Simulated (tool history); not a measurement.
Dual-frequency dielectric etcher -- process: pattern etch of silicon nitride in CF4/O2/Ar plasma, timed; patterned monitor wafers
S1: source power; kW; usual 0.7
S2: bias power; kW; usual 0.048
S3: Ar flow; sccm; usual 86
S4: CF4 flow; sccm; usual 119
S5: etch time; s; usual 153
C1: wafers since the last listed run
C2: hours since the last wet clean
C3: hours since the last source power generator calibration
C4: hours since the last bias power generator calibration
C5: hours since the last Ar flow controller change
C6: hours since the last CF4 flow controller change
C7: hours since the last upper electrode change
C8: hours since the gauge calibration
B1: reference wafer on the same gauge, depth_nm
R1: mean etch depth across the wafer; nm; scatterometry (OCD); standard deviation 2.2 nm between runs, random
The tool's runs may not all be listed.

run	hour	S1	S2	S3	S4	S5	C1	C2	C3	C4	C5	C6	C7	C8	B1	R1
1	0	0.7	0.04	86	119	153	0	305.7	4326.4	3163.8	3011.7	1465.5	3400.8	79.6	468.8	349.8
2	7.3	0.7	0.048	86	119	153	71	313	4333.7	3171.1	3019	1472.8	3408.1	86.9	469.1	374.3
3	23.1	0.7	0.048	86	119	153	154	328.8	4349.5	3186.9	3034.8	1488.6	3423.9	102.7	468.5	374.9
4	35.8	0.61	0.056	86	119	153	124	341.5	4362.2	3199.6	3047.5	1501.3	3436.6	115.4	468.1	354.2
5	47.6	0.61	0.056	86	119	153	115	353.3	4374	3211.4	3059.3	1513.1	3448.4	127.2	468.7	356.3
6	63.1	0.61	0.056	86	119	153	151	368.8	4389.5	3226.9	3074.8	1528.6	3463.9	142.7	468.7	352.9
# hour 82.5: bias power generator calibrated
# hour 90: gauge calibrated
# hour 91.5: wet clean of the chamber
# hour 92: CF4 flow controller replaced
7	92.5	0.7	0.048	86	119	153	156	1	4418.9	10	3104.2	0.5	3493.3	2.5	469.5	392.6
8	92.8	0.7	0.048	86	119	153	2	1.3	4419.2	10.3	3104.5	0.8	3493.6	2.8	469.9	396.2
# hour 99.6: source power generator calibrated
9	103.4	0.7	0.048	86	119	153	64	11.9	3.8	20.9	3115.1	11.4	3504.2	13.4	469.4	392.2
10	111.2	0.57	0.048	86	119	153	76	19.7	11.6	28.7	3122.9	19.2	3512	21.2	469.1	327.5
11	126.6	0.7	0.048	86	145	153	150	35.1	27	44.1	3138.3	34.6	3527.4	36.6	469.7	399.5
# hour 152.1: upper electrode replaced, of another model than before
12	152.6	0.7	0.06	86	133	153	19	61.1	53	70.1	3164.3	60.6	0.5	62.6	469	442.4
13	152.9	0.7	0.052	93	133	153	2	61.4	53.3	70.4	3164.6	60.9	0.8	62.9	469.2	406.8
14	155	0.7	0.048	86	119	153	20	63.5	55.4	72.5	3166.7	63	2.9	65	468.3	392.1
# hour 167.9: Ar flow controller replaced
15	170	0.7	0.054	98	119	195.5	88	78.5	70.4	87.5	2.1	78	17.9	80	469.4	524.3
16	178.6	0.54	0.042	74	119	185	84	87.1	79	96.1	10.7	86.6	26.5	88.6	468.8	391.6
17	191.2	0.7	0.048	86	119	153	123	99.7	91.6	108.7	23.3	99.2	39.1	101.2	468.9	389.1
18	207.8	0.7	0.048	86	119	153	162	116.3	108.2	125.3	39.9	115.8	55.7	117.8	468.6	391.1
19	223.4	0.58	0.048	86	93	181	152	131.9	123.8	140.9	55.5	131.4	71.3	133.4	469.9	405

4 ways to go on from here, each from the tool as it stands after run 19. What would each give?
A	223.9	0.7	0.048	86	119	153	4	132.4	124.3	141.4	56	131.9	71.8	133.9	?	?
B	223.9	0.7	0.037	86	119	153	4	132.4	124.3	141.4	56	131.9	71.8	133.9	?	?
C	223.9	0.7	0.048	86	134	153	4	132.4	124.3	141.4	56	131.9	71.8	133.9	?	?
D	223.9	0.8	0.058	93	119	153	4	132.4	124.3	141.4	56	131.9	71.8	133.9	?	?

run	B1	R1
A	469.2	383.7
B	469.2	332.1
C	469.2	388.3
D	469.2	453.4
Take away the tool's hidden state, keep each run's random variation, and the runs would have read:
run	R1
A	390.1
B	337.7
C	394.8
D	461
